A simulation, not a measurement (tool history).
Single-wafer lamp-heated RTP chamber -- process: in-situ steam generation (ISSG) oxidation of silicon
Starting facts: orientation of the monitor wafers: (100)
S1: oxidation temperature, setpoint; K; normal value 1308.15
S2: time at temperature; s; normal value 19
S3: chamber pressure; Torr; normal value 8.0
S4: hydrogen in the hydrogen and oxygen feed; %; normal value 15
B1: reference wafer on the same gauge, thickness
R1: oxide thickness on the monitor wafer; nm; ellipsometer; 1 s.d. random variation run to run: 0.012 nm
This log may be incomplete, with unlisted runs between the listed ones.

| run | hour | S1 | S2 | S3 | S4 | B1 | R1 |
|---|---|---|---|---|---|---|---|
| 1 | 0.0 | 1308.15 | 19 | 7.3 | 15 | 7.008 | 6.038 |
| 2 | 60.8 | 1308.15 | 19 | 7.3 | 15 | 7.021 | 6.047 |
| 3 | 91.4 | 1308.15 | 19 | 7.3 | 15 | 7.033 | 6.063 |
| 4 | 150.8 | 1301.15 | 23 | 8.0 | 15 | 7.040 | 6.451 |
| 5 | 192.2 | 1301.15 | 23 | 8.0 | 15 | 7.053 | 6.480 |
|  | 208.7 | gauge calibrated |
| 6 | 298.6 | 1301.15 | 23 | 8.0 | 15 | 6.947 | 6.419 |
|  | 311.5 | pyrometer window cleaned and pyrometer calibrated |
| 7 | 364.7 | 1308.15 | 19 | 8.0 | 15 | 6.948 | 6.017 |
| 8 | 401.6 | 1308.15 | 19 | 8.0 | 15 | 6.951 | 5.997 |
| 9 | 434.2 | 1308.15 | 19 | 8.0 | 15 | 6.953 | 5.991 |
| 10 | 550.2 | 1308.15 | 19 | 8.0 | 15 | 6.961 | 6.026 |
|  | 581.3 | pressure gauge zeroed |
| 11 | 581.8 | 1308.15 | 19 | 8.0 | 15 | 6.969 | 6.001 |
| 12 | 620.0 | 1308.15 | 25 | 9.2 | 24 | 6.973 | 7.607 |
|  | 642.1 | pyrometer window cleaned and pyrometer calibrated |
| 13 | 668.0 | 1322.15 | 19 | 8.0 | 19 | 6.978 | 6.816 |
| 14 | 722.1 | 1308.15 | 24 | 8.5 | 15 | 6.989 | 6.807 |
| 15 | 765.7 | 1308.15 | 14 | 6.9 | 22 | 6.994 | 5.665 |
| 16 | 790.3 | 1299.15 | 19 | 8.0 | 15 | 7.001 | 5.785 |
|  | 920.7 | pyrometer window cleaned and pyrometer calibrated |
| 17 | 977.0 | 1308.15 | 19 | 8.0 | 15 | 7.038 | 6.079 |
|  | 997.3 | gauge calibrated |
|  | 1000.1 | hydrogen flow controller replaced |
| 18 | 1028.5 | 1308.15 | 19 | 8.0 | 15 | 6.934 | 5.972 |
| 19 | 1090.6 | 1317.15 | 19 | 7.3 | 21 | 6.934 | 6.753 |
| 20 | 1151.0 | 1308.15 | 19 | 9.3 | 15 | 6.937 | 5.953 |
|  | 1189.2 | pyrometer window cleaned and pyrometer calibrated |
| 21 | 1189.7 | 1308.15 | 19 | 8.0 | 15 | 6.937 | 6.007 |
| 22 | 1229.7 | 1291.15 | 19 | 8.0 | 11 | 6.938 | 5.174 |
| 23 | 1296.1 | 1308.15 | 14 | 8.0 | 19 | 6.947 | 5.440 |

Below are 4 alternative next runs, each starting from the tool's condition after run 23. Predict each:
| A | 1296.5 | 1308.15 | 19 | 8.0 | 15 | ? | ? |
| B | 1296.5 | 1308.15 | 22 | 8.0 | 15 | ? | ? |
| C | 1296.5 | 1308.15 | 15 | 8.0 | 15 | ? | ? |
| D | 1296.5 | 1295.15 | 13 | 8.0 | 15 | ? | ? |

| run | B1 | R1 |
|---|---|---|
| A | 6.944 | 5.982 |
| B | 6.944 | 6.452 |
| C | 6.944 | 5.311 |
| D | 6.944 | 4.679 |
With no hidden state in the tool, these same runs would have given:
| run | R1 |
|---|---|
| A | 5.986 |
| B | 6.456 |
| C | 5.314 |
| D | 4.682 |

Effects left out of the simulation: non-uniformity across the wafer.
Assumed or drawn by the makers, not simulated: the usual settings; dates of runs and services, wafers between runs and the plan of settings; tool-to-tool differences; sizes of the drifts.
